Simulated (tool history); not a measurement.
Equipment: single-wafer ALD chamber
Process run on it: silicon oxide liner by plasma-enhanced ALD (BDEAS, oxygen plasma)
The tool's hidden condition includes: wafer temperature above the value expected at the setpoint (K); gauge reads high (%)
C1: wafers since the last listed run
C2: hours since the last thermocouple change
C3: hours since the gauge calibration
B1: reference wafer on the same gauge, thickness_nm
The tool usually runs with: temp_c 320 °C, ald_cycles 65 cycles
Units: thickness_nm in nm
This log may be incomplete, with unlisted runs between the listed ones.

run 1 hour=0.0 | temp_c=320 ald_cycles=65 | C1=0 C2=1314.6 C3=302.9 | B1=6.469 | thickness_nm=6.151
run 2 hour=50.9 | temp_c=320 ald_cycles=65 | C1=241 C2=1365.5 C3=353.8 | B1=6.469 | thickness_nm=6.110
run 3 hour=122.9 | temp_c=320 ald_cycles=65 | C1=341 C2=1437.5 C3=425.8 | B1=6.472 | thickness_nm=6.136
run 4 hour=161.7 | temp_c=320 ald_cycles=73 | C1=183 C2=1476.3 C3=464.6 | B1=6.471 | thickness_nm=6.880
-- hour=176.5 thermocouple changed; heater temperature recalibrated
run 5 hour=205.7 | temp_c=320 ald_cycles=73 | C1=170 C2=29.2 C3=508.6 | B1=6.470 | thickness_nm=6.858
run 6 hour=251.9 | temp_c=320 ald_cycles=65 | C1=218 C2=75.4 C3=554.8 | B1=6.471 | thickness_nm=6.095
run 7 hour=313.7 | temp_c=320 ald_cycles=65 | C1=292 C2=137.2 C3=616.6 | B1=6.471 | thickness_nm=6.098
run 8 hour=343.2 | temp_c=330 ald_cycles=65 | C1=139 C2=166.7 C3=646.1 | B1=6.469 | thickness_nm=6.011
run 9 hour=387.1 | temp_c=330 ald_cycles=65 | C1=207 C2=210.6 C3=690.0 | B1=6.471 | thickness_nm=6.024
run 10 hour=455.0 | temp_c=330 ald_cycles=65 | C1=321 C2=278.5 C3=757.9 | B1=6.468 | thickness_nm=6.023
run 11 hour=488.1 | temp_c=315 ald_cycles=58 | C1=156 C2=311.6 C3=791.0 | B1=6.466 | thickness_nm=5.496
run 12 hour=534.4 | temp_c=315 ald_cycles=58 | C1=219 C2=357.9 C3=837.3 | B1=6.470 | thickness_nm=5.498
run 13 hour=592.6 | temp_c=315 ald_cycles=58 | C1=275 C2=416.1 C3=895.5 | B1=6.470 | thickness_nm=5.484
-- hour=594.5 gauge calibrated
run 14 hour=654.1 | temp_c=326 ald_cycles=59 | C1=291 C2=477.6 C3=59.6 | B1=6.469 | thickness_nm=5.486
run 15 hour=706.8 | temp_c=326 ald_cycles=59 | C1=249 C2=530.3 C3=112.3 | B1=6.468 | thickness_nm=5.513
run 16 hour=761.3 | temp_c=309 ald_cycles=65 | C1=258 C2=584.8 C3=166.8 | B1=6.472 | thickness_nm=6.221
run 17 hour=807.8 | temp_c=309 ald_cycles=65 | C1=220 C2=631.3 C3=213.3 | B1=6.470 | thickness_nm=6.250
run 18 hour=853.0 | temp_c=329 ald_cycles=65 | C1=214 C2=676.5 C3=258.5 | B1=6.470 | thickness_nm=6.048
run 19 hour=1019.5 | temp_c=320 ald_cycles=65 | C1=788 C2=843.0 C3=425.0 | B1=6.467 | thickness_nm=6.132
run 20 hour=1087.4 | temp_c=309 ald_cycles=65 | C1=321 C2=910.9 C3=492.9 | B1=6.467 | thickness_nm=6.243
run 21 hour=1134.7 | temp_c=313 ald_cycles=59 | C1=224 C2=958.2 C3=540.2 | B1=6.472 | thickness_nm=5.609
run 22 hour=1206.1 | temp_c=313 ald_cycles=75 | C1=338 C2=1029.6 C3=611.6 | B1=6.467 | thickness_nm=7.100
run 23 hour=1235.0 | temp_c=310 ald_cycles=76 | C1=136 C2=1058.5 C3=640.5 | B1=6.469 | thickness_nm=7.272
run 24 hour=1259.5 | temp_c=320 ald_cycles=57 | C1=116 C2=1083.0 C3=665.0 | B1=6.467 | thickness_nm=5.388
run 25 hour=1311.9 | temp_c=309 ald_cycles=70 | C1=248 C2=1135.4 C3=717.4 | B1=6.471 | thickness_nm=6.747
run 26 hour=1380.1 | temp_c=320 ald_cycles=56 | C1=323 C2=1203.6 C3=785.6 | B1=6.471 | thickness_nm=5.308
-- hour=1422.4 gauge calibrated
run 27 hour=1452.1 | temp_c=316 ald_cycles=65 | C1=341 C2=1275.6 C3=29.7 | B1=6.475 | thickness_nm=6.182
-- hour=1468.3 thermocouple changed; heater temperature recalibrated
run 28 hour=1494.2 | temp_c=320 ald_cycles=65 | C1=161 C2=25.9 C3=71.8 | B1=6.470 | thickness_nm=6.081
run 29 hour=1561.2 | temp_c=320 ald_cycles=61 | C1=317 C2=92.9 C3=138.8 | B1=6.475 | thickness_nm=5.714
run 30 hour=1622.0 | temp_c=310 ald_cycles=78 | C1=288 C2=153.7 C3=199.6 | B1=6.467 | thickness_nm=7.441
run 31 hour=1671.5 | temp_c=327 ald_cycles=59 | C1=234 C2=203.2 C3=249.1 | B1=6.467 | thickness_nm=5.485
run 32 hour=1732.6 | temp_c=329 ald_cycles=53 | C1=289 C2=264.3 C3=310.2 | B1=6.469 | thickness_nm=4.938
run 33 hour=1788.1 | temp_c=328 ald_cycles=52 | C1=262 C2=319.8 C3=365.7 | B1=6.471 | thickness_nm=4.834
run 34 hour=1841.3 | temp_c=324 ald_cycles=53 | C1=252 C2=373.0 C3=418.9 | B1=6.471 | thickness_nm=4.964

5 options for the next run, each taken on its own from the tool as it stands now. Forecast them:
run A hour=1841.8 | temp_c=320 ald_cycles=77 | C1=2 C2=373.5 C3=419.4 | B1=? | thickness_nm=?
run B hour=1841.8 | temp_c=307 ald_cycles=65 | C1=2 C2=373.5 C3=419.4 | B1=? | thickness_nm=?
run C hour=1841.8 | temp_c=332 ald_cycles=71 | C1=2 C2=373.5 C3=419.4 | B1=? | thickness_nm=?
run D hour=1841.8 | temp_c=324 ald_cycles=65 | C1=2 C2=373.5 C3=419.4 | B1=? | thickness_nm=?
run E hour=1841.8 | temp_c=320 ald_cycles=54 | C1=2 C2=373.5 C3=419.4 | B1=? | thickness_nm=?

run=A B1=6.471 thickness_nm=7.260
run=B B1=6.471 thickness_nm=6.240
run=C B1=6.471 thickness_nm=6.583
run=D B1=6.471 thickness_nm=6.095
run=E B1=6.471 thickness_nm=5.092
Had the tool no hidden state, the same runs would have come out as:
run=A thickness_nm=7.215
run=B thickness_nm=6.201
run=C thickness_nm=6.540
run=D thickness_nm=6.056
run=E thickness_nm=5.060
